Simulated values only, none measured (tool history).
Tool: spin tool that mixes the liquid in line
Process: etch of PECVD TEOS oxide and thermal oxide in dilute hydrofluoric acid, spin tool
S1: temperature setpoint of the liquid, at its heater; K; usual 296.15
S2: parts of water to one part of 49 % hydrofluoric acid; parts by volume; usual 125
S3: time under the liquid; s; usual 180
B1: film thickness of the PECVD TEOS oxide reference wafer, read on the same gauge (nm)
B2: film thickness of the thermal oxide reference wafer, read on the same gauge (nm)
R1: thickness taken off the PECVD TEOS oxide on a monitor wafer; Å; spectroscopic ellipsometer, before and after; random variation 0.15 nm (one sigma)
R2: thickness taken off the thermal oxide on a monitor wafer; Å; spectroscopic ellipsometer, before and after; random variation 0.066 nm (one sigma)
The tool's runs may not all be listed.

run    hour      S1   S2   S3     B1     B2     R1     R2
  1       0  296.15  125  180  49.97     40  158.1   66.5
  2      68  293.15  125  180  49.99     40  140.9   59.1
  3    95.7  298.15  125  140  49.99  40.01  129.7   55.5
  4   156.5  298.15  125  140  50.01  39.99  128.8   54.1
  5   203.6  296.15  125  180  49.98  39.99  154.3     65
  6   229.4  296.15  125  180  49.98     40  158.1   64.6
  7   272.7  296.15  165  180  49.98  39.97  113.6   46.6
  8   338.2  296.15  165  180  49.97  40.01  111.3   46.2
  9   409.4  296.15  165  180  49.97  40.01  110.9   46.7
      419.1  -- hydrofluoric acid flow meter replaced
 10   443.4  296.15  125  180  49.99     40  140.2   59.6
 11   505.2  296.15  125  180  50.02  40.02  140.1   59.3
 12   559.5  296.15  170  130  49.98  40.01     70   29.3
      579.9  -- hydrofluoric acid flow meter replaced, repeated, since the last time left the tool worse
 13   589.7  298.65   95  275  49.99  40.01  381.8  160.1
 14   639.4  292.15   95  235  50.03  40.01  250.7  105.7
 15   664.4  298.15  155  135  49.96  40.02  105.8   44.5
 16   731.8  298.15  155  135  50.04  39.99  104.1   43.6
 17   769.5  292.15   95  235  50.05     40  246.7  107.2
        790  -- thermometer replaced
 18   804.2  296.15  125  180  50.01     40  166.4     70
      836.8  -- gauge calibrated
 19   872.2  299.65  110  245  50.05     40  303.8  125.9
 20   908.8  301.15   80   95  49.98     40  174.7   72.8
 21   940.6  294.65  160  180  50.02  40.02  117.7   48.2
 22   994.4  294.65  125  260     50  39.99  224.3   94.6
 23  1043.6  296.15  125  180  50.01  39.99  164.3   67.2
 24  1094.2  296.15  175  270  50.03     40  166.2   69.8
 25  1130.6  296.15  170  120  49.96  39.99   75.3   31.6
 26  1184.8  294.65  160  180  49.98     40  115.1   48.1

Forecast each of these 4 alternatives for the next run:
  A  1185.3  296.15  125  180   ?   ?   ?   ?
  B  1185.3  297.65  140  180   ?   ?   ?   ?
  C  1185.3  296.15  170  180   ?   ?   ?   ?
  D  1185.3  293.15  125  230   ?   ?   ?   ?

run     B1     B2     R1    R2
  A  49.96  39.98  163.6  68.3
  B  49.96  39.98    152  63.5
  C  49.96  39.98  114.2  47.7
  D  49.96  39.98  185.6  77.4
Without the tool's hidden state the same runs would have given:
run     R1    R2
  A  170.5  71.1
  B  158.6  66.2
  C  119.2  49.7
  D  193.3  80.7

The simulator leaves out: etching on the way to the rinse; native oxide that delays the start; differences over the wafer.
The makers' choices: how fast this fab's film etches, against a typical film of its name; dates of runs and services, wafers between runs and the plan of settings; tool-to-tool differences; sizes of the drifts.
